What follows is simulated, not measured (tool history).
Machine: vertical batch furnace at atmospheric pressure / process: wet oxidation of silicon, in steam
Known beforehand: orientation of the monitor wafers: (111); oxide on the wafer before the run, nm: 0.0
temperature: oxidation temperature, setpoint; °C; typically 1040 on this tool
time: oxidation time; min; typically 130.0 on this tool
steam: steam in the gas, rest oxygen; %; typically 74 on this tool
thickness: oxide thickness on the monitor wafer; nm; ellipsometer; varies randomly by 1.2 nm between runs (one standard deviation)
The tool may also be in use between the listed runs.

| run | hour | temperature | time | steam | read-back reference wafer on the same gauge, thickness | thickness |
|---|---|---|---|---|---|---|
| 1 | 0.0 | 1040 | 130.0 | 74 | 786.02 | 803.81 |
| 2 | 9.5 | 1040 | 130.0 | 74 | 785.81 | 802.68 |
| 3 | 28.2 | 1034 | 130.0 | 74 | 785.57 | 783.43 |
| 4 | 45.5 | 1040 | 130.0 | 74 | 785.96 | 804.09 |
| 5 | 54.5 | 1040 | 130.0 | 74 | 786.50 | 803.94 |
| 6 | 100.8 | 1040 | 130.0 | 74 | 785.75 | 806.90 |
|  | 131.9 | steam generator serviced |
| 7 | 132.4 | 1040 | 130.0 | 74 | 785.92 | 808.29 |
| 8 | 137.7 | 1040 | 130.0 | 74 | 786.12 | 806.95 |
| 9 | 143.0 | 1040 | 130.0 | 74 | 785.92 | 805.17 |
| 10 | 161.7 | 1040 | 130.0 | 74 | 785.76 | 809.17 |
| 11 | 183.9 | 1040 | 130.0 | 67 | 786.22 | 763.80 |
| 12 | 194.1 | 1040 | 105.5 | 74 | 785.63 | 721.08 |
|  | 204.8 | gauge calibrated |
|  | 222.3 | thermocouples replaced and temperature profile calibrated |
| 13 | 222.8 | 1040 | 83.5 | 86 | 786.11 | 672.34 |
| 14 | 228.1 | 1059 | 78.0 | 85 | 786.31 | 693.90 |
| 15 | 242.0 | 1059 | 78.0 | 85 | 786.24 | 694.52 |
| 16 | 255.7 | 1040 | 155.0 | 83 | 786.20 | 930.34 |
| 17 | 271.8 | 1032 | 192.5 | 64 | 786.04 | 881.39 |
| 18 | 283.3 | 1029 | 160.5 | 84 | 785.99 | 916.09 |
| 19 | 303.2 | 1034 | 130.0 | 74 | 785.94 | 772.84 |
| 20 | 323.9 | 1050 | 177.0 | 74 | 785.70 | 972.54 |
| 21 | 336.8 | 1040 | 130.0 | 74 | 786.17 | 791.33 |
| 22 | 375.0 | 1025 | 130.0 | 74 | 786.17 | 744.39 |
| 23 | 393.1 | 1040 | 130.0 | 74 | 786.08 | 792.09 |
| 24 | 406.0 | 1059 | 78.0 | 85 | 785.62 | 694.39 |
| 25 | 419.7 | 1040 | 104.5 | 78 | 785.58 | 721.61 |

Measured minus without-hidden-state, run by run (identical run-to-run variation in each term; gauge scatter may differ):
What the log doesn't record here: true tube temperature minus thermocouple reading, K; steam share off its setpoint, % of the setpoint; gauge reads high (%).
| run | thickness |
|---|---|
| 1 | +14.66 |
| 2 | +14.81 |
| 3 | +15.23 |
| 4 | +15.48 |
| 5 | +15.65 |
| 6 | +16.56 |
| 7 | +17.19 |
| 8 | +17.27 |
| 9 | +17.33 |
| 10 | +17.78 |
| 11 | +17.48 |
| 12 | +17.00 |
| 13 | +2.19 |
| 14 | +2.11 |
| 15 | +2.12 |
| 16 | +2.76 |
| 17 | +2.75 |
| 18 | +2.87 |
| 19 | +2.51 |
| 20 | +2.81 |
| 21 | +2.54 |
| 22 | +2.64 |
| 23 | +2.64 |
| 24 | +2.29 |
| 25 | +2.53 |
